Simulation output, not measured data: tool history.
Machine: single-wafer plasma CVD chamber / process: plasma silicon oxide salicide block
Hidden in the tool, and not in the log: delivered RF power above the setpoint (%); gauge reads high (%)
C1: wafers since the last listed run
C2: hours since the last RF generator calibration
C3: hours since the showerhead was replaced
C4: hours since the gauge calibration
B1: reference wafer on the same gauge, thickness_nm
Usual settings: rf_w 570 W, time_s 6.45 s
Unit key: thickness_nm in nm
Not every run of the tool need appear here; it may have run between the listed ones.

run 1 hour=0.0 | rf_w=570 time_s=6.45 | C1=0 C2=1501.2 C3=2963.1 C4=1795.2 | B1=55.953 | thickness_nm=64.689
run 2 hour=39.5 | rf_w=570 time_s=6.45 | C1=2182 C2=1540.7 C3=3002.6 C4=1834.7 | B1=55.985 | thickness_nm=65.151
-- hour=67.3 RF generator calibrated
run 3 hour=126.7 | rf_w=645 time_s=6.45 | C1=4375 C2=59.4 C3=3089.8 C4=1921.9 | B1=55.855 | thickness_nm=68.305
run 4 hour=195.8 | rf_w=645 time_s=6.45 | C1=3817 C2=128.5 C3=3158.9 C4=1991.0 | B1=55.986 | thickness_nm=68.251
run 5 hour=436.9 | rf_w=570 time_s=7.15 | C1=13319 C2=369.6 C3=3400.0 C4=2232.1 | B1=55.832 | thickness_nm=72.736
run 6 hour=505.1 | rf_w=570 time_s=7.15 | C1=3767 C2=437.8 C3=3468.2 C4=2300.3 | B1=55.805 | thickness_nm=72.261
run 7 hour=563.8 | rf_w=570 time_s=6.45 | C1=3242 C2=496.5 C3=3526.9 C4=2359.0 | B1=55.856 | thickness_nm=65.440
run 8 hour=639.5 | rf_w=570 time_s=6.45 | C1=4182 C2=572.2 C3=3602.6 C4=2434.7 | B1=55.931 | thickness_nm=65.012
run 9 hour=721.4 | rf_w=570 time_s=6.45 | C1=4524 C2=654.1 C3=3684.5 C4=2516.6 | B1=55.948 | thickness_nm=65.477
-- hour=730.0 gauge calibrated
run 10 hour=777.1 | rf_w=610 time_s=6.00 | C1=3077 C2=709.8 C3=3740.2 C4=47.1 | B1=55.899 | thickness_nm=61.690
run 11 hour=834.5 | rf_w=610 time_s=6.00 | C1=3171 C2=767.2 C3=3797.6 C4=104.5 | B1=55.880 | thickness_nm=62.067
run 12 hour=891.9 | rf_w=635 time_s=6.45 | C1=3171 C2=824.6 C3=3855.0 C4=161.9 | B1=55.885 | thickness_nm=66.663
run 13 hour=985.1 | rf_w=570 time_s=6.45 | C1=5148 C2=917.8 C3=3948.2 C4=255.1 | B1=55.888 | thickness_nm=65.295
run 14 hour=1034.6 | rf_w=570 time_s=6.45 | C1=2734 C2=967.3 C3=3997.7 C4=304.6 | B1=55.907 | thickness_nm=64.799
run 15 hour=1116.2 | rf_w=485 time_s=5.27 | C1=4508 C2=1048.9 C3=4079.3 C4=386.2 | B1=55.895 | thickness_nm=51.121
run 16 hour=1183.6 | rf_w=570 time_s=6.45 | C1=3723 C2=1116.3 C3=4146.7 C4=453.6 | B1=55.761 | thickness_nm=65.771
run 17 hour=1223.0 | rf_w=570 time_s=7.37 | C1=2176 C2=1155.7 C3=4186.1 C4=493.0 | B1=55.900 | thickness_nm=74.932
run 18 hour=1301.7 | rf_w=525 time_s=7.02 | C1=4347 C2=1234.4 C3=4264.8 C4=571.7 | B1=55.804 | thickness_nm=69.884
-- hour=1333.5 showerhead replaced
run 19 hour=1408.7 | rf_w=570 time_s=7.15 | C1=5469 C2=1341.4 C3=75.2 C4=678.7 | B1=55.832 | thickness_nm=72.109
-- hour=1440.1 RF generator calibrated
run 20 hour=1642.6 | rf_w=505 time_s=7.36 | C1=12479 C2=202.5 C3=309.1 C4=912.6 | B1=55.863 | thickness_nm=73.754
run 21 hour=1682.3 | rf_w=610 time_s=7.56 | C1=2193 C2=242.2 C3=348.8 C4=952.3 | B1=55.995 | thickness_nm=78.120
run 22 hour=1768.3 | rf_w=485 time_s=5.27 | C1=4751 C2=328.2 C3=434.8 C4=1038.3 | B1=55.868 | thickness_nm=51.149
run 23 hour=1828.9 | rf_w=570 time_s=6.45 | C1=3347 C2=388.8 C3=495.4 C4=1098.9 | B1=55.863 | thickness_nm=65.725
run 24 hour=1933.1 | rf_w=670 time_s=5.76 | C1=5756 C2=493.0 C3=599.6 C4=1203.1 | B1=55.838 | thickness_nm=60.728
run 25 hour=2024.5 | rf_w=650 time_s=7.17 | C1=5049 C2=584.4 C3=691.0 C4=1294.5 | B1=55.894 | thickness_nm=75.367
run 26 hour=2107.3 | rf_w=655 time_s=7.33 | C1=4574 C2=667.2 C3=773.8 C4=1377.3 | B1=56.020 | thickness_nm=76.509
run 27 hour=2204.5 | rf_w=570 time_s=7.15 | C1=5369 C2=764.4 C3=871.0 C4=1474.5 | B1=55.921 | thickness_nm=72.665
run 28 hour=2308.9 | rf_w=535 time_s=7.07 | C1=5767 C2=868.8 C3=975.4 C4=1578.9 | B1=55.852 | thickness_nm=70.164

Some steps in thickness_nm between neighbouring runs. How much of each would the tool show without its hidden state too (settings, what came in, random variation), and how much is left for the hidden state, with any gauge scatter that isn't in both results?
Run 2 -> 3: rf_w 570 -> 645, RF generator calibrated. thickness_nm +3.154 nm: hidden state +1.318, all else +1.836.
Run 15 -> 16: rf_w 485 -> 570, time_s 5.27 -> 6.45. thickness_nm +14.650 nm: hidden state -0.296, all else +14.946.
Run 19 -> 20: rf_w 570 -> 505, time_s 7.15 -> 7.36, RF generator calibrated. thickness_nm +1.645 nm: hidden state +0.788, all else +0.857.
Run 21 -> 22: rf_w 610 -> 485, time_s 7.56 -> 5.27. thickness_nm -26.971 nm: hidden state +0.161, all else -27.132.

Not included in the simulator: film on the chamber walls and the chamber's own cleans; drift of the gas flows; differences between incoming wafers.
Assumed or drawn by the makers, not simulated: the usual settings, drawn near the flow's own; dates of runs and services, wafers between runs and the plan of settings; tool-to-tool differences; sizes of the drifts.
